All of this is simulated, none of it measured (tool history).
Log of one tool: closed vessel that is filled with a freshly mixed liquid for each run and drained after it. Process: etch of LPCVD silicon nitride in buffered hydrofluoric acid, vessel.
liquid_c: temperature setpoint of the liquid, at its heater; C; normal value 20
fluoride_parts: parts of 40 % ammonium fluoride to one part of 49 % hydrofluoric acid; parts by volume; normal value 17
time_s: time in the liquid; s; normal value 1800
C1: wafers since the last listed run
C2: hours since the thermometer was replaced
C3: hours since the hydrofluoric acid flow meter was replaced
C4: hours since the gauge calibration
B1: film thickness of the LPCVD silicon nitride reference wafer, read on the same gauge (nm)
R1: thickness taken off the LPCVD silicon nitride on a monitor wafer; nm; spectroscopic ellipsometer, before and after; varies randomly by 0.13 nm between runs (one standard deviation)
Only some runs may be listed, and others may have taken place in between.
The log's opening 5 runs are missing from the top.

{"run": 6, "hour": 309.3, "liquid_c": 20, "fluoride_parts": 17, "time_s": 1800, "C1": 4171, "C2": 2034.1, "C3": 1368.7, "C4": 989.3, "B1": 110, "R1": 13.15}
{"run": 7, "hour": 412.3, "liquid_c": 17, "fluoride_parts": 17, "time_s": 1800, "C1": 5638, "C2": 2137.1, "C3": 1471.7, "C4": 1092.3, "B1": 110.01, "R1": 11.16}
{"run": 8, "hour": 500.0, "liquid_c": 17, "fluoride_parts": 17, "time_s": 1800, "C1": 4801, "C2": 2224.8, "C3": 1559.4, "C4": 1180, "B1": 110, "R1": 11.19}
{"run": 9, "hour": 599.8, "liquid_c": 17, "fluoride_parts": 17, "time_s": 1800, "C1": 5463, "C2": 2324.6, "C3": 1659.2, "C4": 1279.8, "B1": 109.98, "R1": 11}
{"hour": 641.1, "done": "thermometer replaced"}
{"run": 10, "hour": 653.3, "liquid_c": 20, "fluoride_parts": 17, "time_s": 1800, "C1": 2874, "C2": 12.2, "C3": 1712.7, "C4": 1333.3, "B1": 110, "R1": 13.06}
{"hour": 716.1, "done": "hydrofluoric acid flow meter replaced"}
{"run": 11, "hour": 735.4, "liquid_c": 20, "fluoride_parts": 17, "time_s": 1800, "C1": 4439, "C2": 94.3, "C3": 19.3, "C4": 1415.4, "B1": 110.02, "R1": 13.11}
{"run": 12, "hour": 785.9, "liquid_c": 17.5, "fluoride_parts": 17, "time_s": 1800, "C1": 2764, "C2": 144.8, "C3": 69.8, "C4": 1465.9, "B1": 109.99, "R1": 11.66}
{"run": 13, "hour": 834.9, "liquid_c": 17.5, "fluoride_parts": 17, "time_s": 1800, "C1": 2682, "C2": 193.8, "C3": 118.8, "C4": 1514.9, "B1": 109.99, "R1": 11.53}
{"run": 14, "hour": 881.3, "liquid_c": 20, "fluoride_parts": 17, "time_s": 2655, "C1": 2540, "C2": 240.2, "C3": 165.2, "C4": 1561.3, "B1": 109.98, "R1": 19.84}
{"run": 15, "hour": 973.7, "liquid_c": 18.5, "fluoride_parts": 23, "time_s": 2865, "C1": 5058, "C2": 332.6, "C3": 257.6, "C4": 1653.7, "B1": 110, "R1": 14.87}
{"run": 16, "hour": 1072.9, "liquid_c": 20, "fluoride_parts": 17, "time_s": 2170, "C1": 5430, "C2": 431.8, "C3": 356.8, "C4": 1752.9, "B1": 110.01, "R1": 15.94}
{"run": 17, "hour": 1113.2, "liquid_c": 17, "fluoride_parts": 11, "time_s": 1800, "C1": 2206, "C2": 472.1, "C3": 397.1, "C4": 1793.2, "B1": 109.99, "R1": 17.08}
{"run": 18, "hour": 1208.6, "liquid_c": 20, "fluoride_parts": 17, "time_s": 1800, "C1": 5222, "C2": 567.5, "C3": 492.5, "C4": 1888.6, "B1": 110, "R1": 13.18}
{"hour": 1261.9, "done": "gauge calibrated"}
{"run": 19, "hour": 1305.2, "liquid_c": 17, "fluoride_parts": 11.5, "time_s": 1440, "C1": 5288, "C2": 664.1, "C3": 589.1, "C4": 43.3, "B1": 110, "R1": 13.26}
{"run": 20, "hour": 1370.6, "liquid_c": 18.5, "fluoride_parts": 24, "time_s": 1800, "C1": 3580, "C2": 729.5, "C3": 654.5, "C4": 108.7, "B1": 110, "R1": 9.27}
{"run": 21, "hour": 1456.5, "liquid_c": 20, "fluoride_parts": 17, "time_s": 1800, "C1": 4702, "C2": 815.4, "C3": 740.4, "C4": 194.6, "B1": 110.01, "R1": 13.32}
{"run": 22, "hour": 1498.5, "liquid_c": 20, "fluoride_parts": 17, "time_s": 2155, "C1": 2299, "C2": 857.4, "C3": 782.4, "C4": 236.6, "B1": 109.99, "R1": 15.87}
{"run": 23, "hour": 1543.2, "liquid_c": 23.5, "fluoride_parts": 17, "time_s": 1800, "C1": 2447, "C2": 902.1, "C3": 827.1, "C4": 281.3, "B1": 110, "R1": 16.07}
{"run": 24, "hour": 1628.9, "liquid_c": 22, "fluoride_parts": 20, "time_s": 1800, "C1": 4691, "C2": 987.8, "C3": 912.8, "C4": 367, "B1": 110, "R1": 12.61}
{"run": 25, "hour": 1697.1, "liquid_c": 20, "fluoride_parts": 23, "time_s": 1800, "C1": 3733, "C2": 1056, "C3": 981, "C4": 435.2, "B1": 110.01, "R1": 10.26}

For run 26, what comes out?
{"run": 26, "hour": 1767.9, "liquid_c": 20, "fluoride_parts": 17, "time_s": 1800, "C1": 3875, "C2": 1126.8, "C3": 1051.8, "C4": 506, "B1": "?", "R1": "?"}

{"run 26": {"B1": 110.02, "R1": 13.44}}
The same run, on a tool lacking any hidden state, would have yielded R1 13.44 nm.

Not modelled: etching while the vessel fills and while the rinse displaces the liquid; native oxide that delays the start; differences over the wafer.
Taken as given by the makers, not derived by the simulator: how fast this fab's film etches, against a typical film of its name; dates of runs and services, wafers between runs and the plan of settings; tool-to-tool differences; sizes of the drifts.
